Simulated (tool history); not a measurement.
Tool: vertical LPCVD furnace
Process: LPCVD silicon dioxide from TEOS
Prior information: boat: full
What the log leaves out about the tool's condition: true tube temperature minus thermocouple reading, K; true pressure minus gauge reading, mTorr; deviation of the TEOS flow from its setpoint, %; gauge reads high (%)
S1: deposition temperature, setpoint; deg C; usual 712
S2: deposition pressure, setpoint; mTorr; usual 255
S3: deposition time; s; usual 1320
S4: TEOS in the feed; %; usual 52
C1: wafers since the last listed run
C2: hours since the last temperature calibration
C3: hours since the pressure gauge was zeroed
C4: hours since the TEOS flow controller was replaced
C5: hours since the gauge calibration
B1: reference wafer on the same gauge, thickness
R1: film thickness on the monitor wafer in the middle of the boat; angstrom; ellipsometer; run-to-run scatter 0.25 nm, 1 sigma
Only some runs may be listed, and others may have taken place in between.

run	hour	S1	S2	S3	S4	C1	C2	C3	C4	C5	B1	R1
1	0	712	255	1320	52	0	4260.3	3601.3	2980.3	4.8	184.01	1699.8
2	16.6	712	270	1320	52	160	4276.9	3617.9	2996.9	21.4	184.07	1753.7
3	33.8	712	270	1320	52	165	4294.1	3635.1	3014.1	38.6	184.01	1750.3
4	44	712	255	1320	52	98	4304.3	3645.3	3024.3	48.8	184.06	1697.8
# hour 76.9: TEOS flow controller replaced
# hour 101.1: pressure gauge zeroed
# hour 104.9: thermocouples replaced and temperature profile calibrated
5	105.4	712	255	1320	52	93	0.5	4.3	28.5	110.2	184.09	1698.3
# hour 105.7: gauge calibrated
6	110.2	712	255	1320	52	46	5.3	9.1	33.3	4.5	184.06	1703.2
7	115	712	255	1320	52	46	10.1	13.9	38.1	9.3	184.06	1701.9
8	119.9	712	255	1530	49	47	15	18.8	43	14.2	183.97	1915.3
9	124.7	712	255	1320	52	46	19.8	23.6	47.8	19	184.02	1694
10	129.5	722	240	1050	52	46	24.6	28.4	52.6	23.8	183.94	1643
11	134.4	712	275	1710	52	47	29.5	33.3	57.5	28.7	184.01	2290.8
12	139.2	716	295	1620	48	46	34.3	38.1	62.3	33.5	184.08	2362.3
13	146.7	712	310	990	52	72	41.8	45.6	69.8	41	184.01	1406.3
14	153.9	712	255	1320	52	69	49	52.8	77	48.2	184.05	1697.3

Alternative continuations, all from the tool just after run 14; predict every row:
A	158.8	712	255	1320	52	47	53.9	57.7	81.9	53.1	?	?
B	158.8	721	255	1320	60	47	53.9	57.7	81.9	53.1	?	?
C	158.8	712	300	1320	48	47	53.9	57.7	81.9	53.1	?	?

run	B1	R1
A	183.92	1699.1
B	183.92	2234.4
C	183.92	1770.6
Stripped of hidden state, with their random variation kept, the same runs would have yielded:
run	R1
A	1699.1
B	2234.4
C	1770.6
